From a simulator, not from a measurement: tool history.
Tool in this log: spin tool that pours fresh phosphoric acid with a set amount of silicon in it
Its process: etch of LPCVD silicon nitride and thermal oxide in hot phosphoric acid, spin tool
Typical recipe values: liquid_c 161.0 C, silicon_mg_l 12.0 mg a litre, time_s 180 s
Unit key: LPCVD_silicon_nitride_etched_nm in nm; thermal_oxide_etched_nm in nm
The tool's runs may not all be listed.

run    hour  liquid_c  silicon_mg_l  time_s  wafers since the last listed run  hours since the thermometer was replaced  hours since the dissolved silicon flow meter was replaced  hours since the heated supply line was repaired  hours since the gauge calibration  read-back film thickness of the LPCVD silicon nitride reference wafer, read on the same gauge (nm)  read-back film thickness of the thermal oxide reference wafer, read on the same gauge (nm)  LPCVD_silicon_nitride_etched_nm  thermal_oxide_etched_nm
  1     0.0     161.0          12.0     150                                 0                                     797.9                                                     1143.9                                           2181.8                             1173.5                                                                                               50.00                                                                                     100.019                            15.73                    0.364
  2    37.6     161.0          12.0     150                               170                                     835.5                                                     1181.5                                           2219.4                             1211.1                                                                                               50.06                                                                                      99.985                            15.90                    0.368
  3    76.3     161.0          12.0     150                               175                                     874.2                                                     1220.2                                           2258.1                             1249.8                                                                                               50.01                                                                                      99.977                            15.69                    0.403
       81.2  -- thermometer replaced
  4   135.0     161.0          17.0     180                               261                                      53.8                                                     1278.9                                           2316.8                             1308.5                                                                                               50.01                                                                                     100.002                            17.28                    0.337
  5   176.2     161.0          12.0     180                               186                                      95.0                                                     1320.1                                           2358.0                             1349.7                                                                                               49.97                                                                                     100.003                            17.56                    0.406
  6   243.6     161.0          12.0     180                               305                                     162.4                                                     1387.5                                           2425.4                             1417.1                                                                                               50.01                                                                                     100.005                            17.76                    0.405
  7   305.9     161.0          12.0     130                               282                                     224.7                                                     1449.8                                           2487.7                             1479.4                                                                                               50.02                                                                                     100.003                            12.92                    0.300
  8   363.8     161.0          12.0     130                               262                                     282.6                                                     1507.7                                           2545.6                             1537.3                                                                                               50.02                                                                                     100.000                            12.87                    0.336
  9   454.6     161.0          12.0     130                               412                                     373.4                                                     1598.5                                           2636.4                             1628.1                                                                                               49.97                                                                                     100.028                            12.98                    0.309
 10   560.8     161.0          12.0     180                               481                                     479.6                                                     1704.7                                           2742.6                             1734.3                                                                                               49.99                                                                                      99.995                            18.44                    0.425
 11   632.0     158.5          17.5     180                               323                                     550.8                                                     1775.9                                           2813.8                             1805.5                                                                                               50.02                                                                                      99.981                            16.95                    0.332
 12   719.5     158.0           6.5      95                               397                                     638.3                                                     1863.4                                           2901.3                             1893.0                                                                                               49.99                                                                                     100.004                             8.91                    0.212
      757.8  -- gauge calibrated
 13   764.8     161.0          12.0     180                               205                                     683.6                                                     1908.7                                           2946.6                                7.0                                                                                               49.99                                                                                      99.979                            18.79                    0.472
 14   821.0     158.5          19.0     110                               255                                     739.8                                                     1964.9                                           3002.8                               63.2                                                                                               49.96                                                                                     100.032                            10.53                    0.206
      910.6  -- thermometer replaced
 15   921.0     158.5           5.5     110                               449                                      10.4                                                     2064.9                                           3102.8                              163.2                                                                                               49.99                                                                                     100.001                             9.61                    0.231
 16   986.8     161.0          12.0     180                               298                                      76.2                                                     2130.7                                           3168.6                              229.0                                                                                               50.04                                                                                      99.995                            17.04                    0.369
 17  1034.3     161.0          18.5     265                               215                                     123.7                                                     2178.2                                           3216.1                              276.5                                                                                               50.00                                                                                     100.022                            25.63                    0.474
 18  1090.1     161.0          12.0     180                               253                                     179.5                                                     2234.0                                           3271.9                              332.3                                                                                               50.04                                                                                     100.012                            17.57                    0.334
     1132.9  -- heated supply line repaired
 19  1170.6     159.0           9.0     235                               360                                     260.0                                                     2314.5                                             37.7                              412.8                                                                                               49.98                                                                                     100.011                            21.62                    0.506
     1205.4  -- dissolved silicon flow meter replaced
 20  1216.3     163.0          14.5     180                               202                                     305.7                                                       10.9                                             83.4                              458.5                                                                                               50.00                                                                                     100.003                            19.02                    0.442
 21  1432.9     161.0          12.0     180                               983                                     522.3                                                      227.5                                            300.0                              675.1                                                                                               49.97                                                                                      99.994                            18.16                    0.458
 22  1507.7     161.0          12.0     215                               339                                     597.1                                                      302.3                                            374.8                              749.9                                                                                               49.99                                                                                      99.997                            21.72                    0.533
 23  1717.0     162.5           6.0     265                               949                                     806.4                                                      511.6                                            584.1                              959.2                                                                                               50.05                                                                                     100.008                            28.94                    0.934

Predict each of these 3 candidate next runs independently; none follows another, all start after run 23:
  A  1717.5     161.0          12.0     180                                 2                                     806.9                                                      512.1                                            584.6                              959.7                                                                                                   ?                                                                                           ?                                ?                        ?
  B  1717.5     164.0          15.0     230                                 2                                     806.9                                                      512.1                                            584.6                              959.7                                                                                                   ?                                                                                           ?                                ?                        ?
  C  1717.5     159.0          21.0     240                                 2                                     806.9                                                      512.1                                            584.6                              959.7                                                                                                   ?                                                                                           ?                                ?                        ?

run  read-back film thickness of the LPCVD silicon nitride reference wafer, read on the same gauge (nm)  read-back film thickness of the thermal oxide reference wafer, read on the same gauge (nm)  LPCVD_silicon_nitride_etched_nm  thermal_oxide_etched_nm
  A                                                                                               49.97                                                                                      99.996                            18.48                    0.514
  B                                                                                               49.97                                                                                      99.996                            26.05                    0.760
  C                                                                                               49.97                                                                                      99.996                            23.05                    0.469
Had the tool no hidden state, the same runs would have come out as:
run  LPCVD_silicon_nitride_etched_nm  thermal_oxide_etched_nm
  A                            16.90                    0.422
  B                            23.85                    0.625
  C                            21.06                    0.384
